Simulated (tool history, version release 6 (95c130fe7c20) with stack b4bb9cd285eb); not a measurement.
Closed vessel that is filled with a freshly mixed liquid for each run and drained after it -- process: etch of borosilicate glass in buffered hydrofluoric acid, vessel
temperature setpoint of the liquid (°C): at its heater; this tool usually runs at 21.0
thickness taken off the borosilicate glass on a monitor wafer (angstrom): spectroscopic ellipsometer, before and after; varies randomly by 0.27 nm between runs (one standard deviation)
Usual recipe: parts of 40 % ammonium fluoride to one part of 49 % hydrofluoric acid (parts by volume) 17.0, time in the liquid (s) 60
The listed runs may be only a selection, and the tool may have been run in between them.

run,hour,temperature setpoint of the liquid (°C),parts of 40 % ammonium fluoride to one part of 49 % hydrofluoric acid (parts by volume),time in the liquid (s),"read-back film thickness of the borosilicate glass reference wafer, read on the same gauge (nm)",thickness taken off the borosilicate glass on a monitor wafer (angstrom)
1,0.0,23.5,17.0,60,80.01,417.1
# hour 26.9: hydrofluoric acid flow meter replaced
2,30.8,23.5,17.0,60,80.01,447.3
3,57.4,23.5,17.0,60,80.03,447.1
4,118.5,21.0,17.0,35,79.97,227.7
5,153.7,21.0,15.0,35,79.97,257.1
6,192.3,21.0,15.0,35,79.97,256.0
7,256.6,21.0,15.0,35,80.01,251.5
8,305.8,21.0,21.0,60,80.05,312.0
9,374.9,21.0,21.0,60,79.98,312.6
10,411.9,21.0,17.0,60,80.03,371.1
11,450.9,21.0,17.0,60,79.99,367.3
12,495.9,21.0,17.0,60,80.00,362.0
# hour 521.1: gauge calibrated
13,567.7,21.0,17.0,45,79.95,268.3
# hour 568.9: hydrofluoric acid flow meter replaced
14,594.0,21.0,17.0,60,80.00,393.1
15,639.1,18.5,22.0,50,80.01,223.2
# hour 673.0: thermometer replaced
16,695.4,22.5,14.5,35,80.02,286.5
17,746.5,21.0,17.0,60,79.99,384.2
18,776.0,23.5,13.5,60,80.02,545.6
19,810.3,17.0,17.0,60,79.97,304.8
20,855.6,24.0,17.0,60,80.02,440.8
21,888.8,21.0,17.0,60,79.99,372.8
22,953.2,21.0,17.0,60,79.96,372.4
23,996.5,21.0,17.0,85,80.00,517.6
# hour 1038.8: hydrofluoric acid flow meter replaced
24,1056.9,21.0,14.0,85,80.00,668.9
25,1083.4,18.5,20.0,80,79.96,392.2

Forecast each of these 3 alternatives for the next run:
A,1084.1,22.5,17.0,60,?,?
B,1084.1,25.5,17.0,90,?,?
C,1084.1,21.0,12.0,70,?,?

run,"read-back film thickness of the borosilicate glass reference wafer, read on the same gauge (nm)",thickness taken off the borosilicate glass on a monitor wafer (angstrom)
A,80.00,432.2
B,80.00,761.8
C,80.00,656.4
Had the tool no hidden state, the same runs would have come out as:
run,thickness taken off the borosilicate glass on a monitor wafer (angstrom)
A,437.2
B,770.5
C,663.8

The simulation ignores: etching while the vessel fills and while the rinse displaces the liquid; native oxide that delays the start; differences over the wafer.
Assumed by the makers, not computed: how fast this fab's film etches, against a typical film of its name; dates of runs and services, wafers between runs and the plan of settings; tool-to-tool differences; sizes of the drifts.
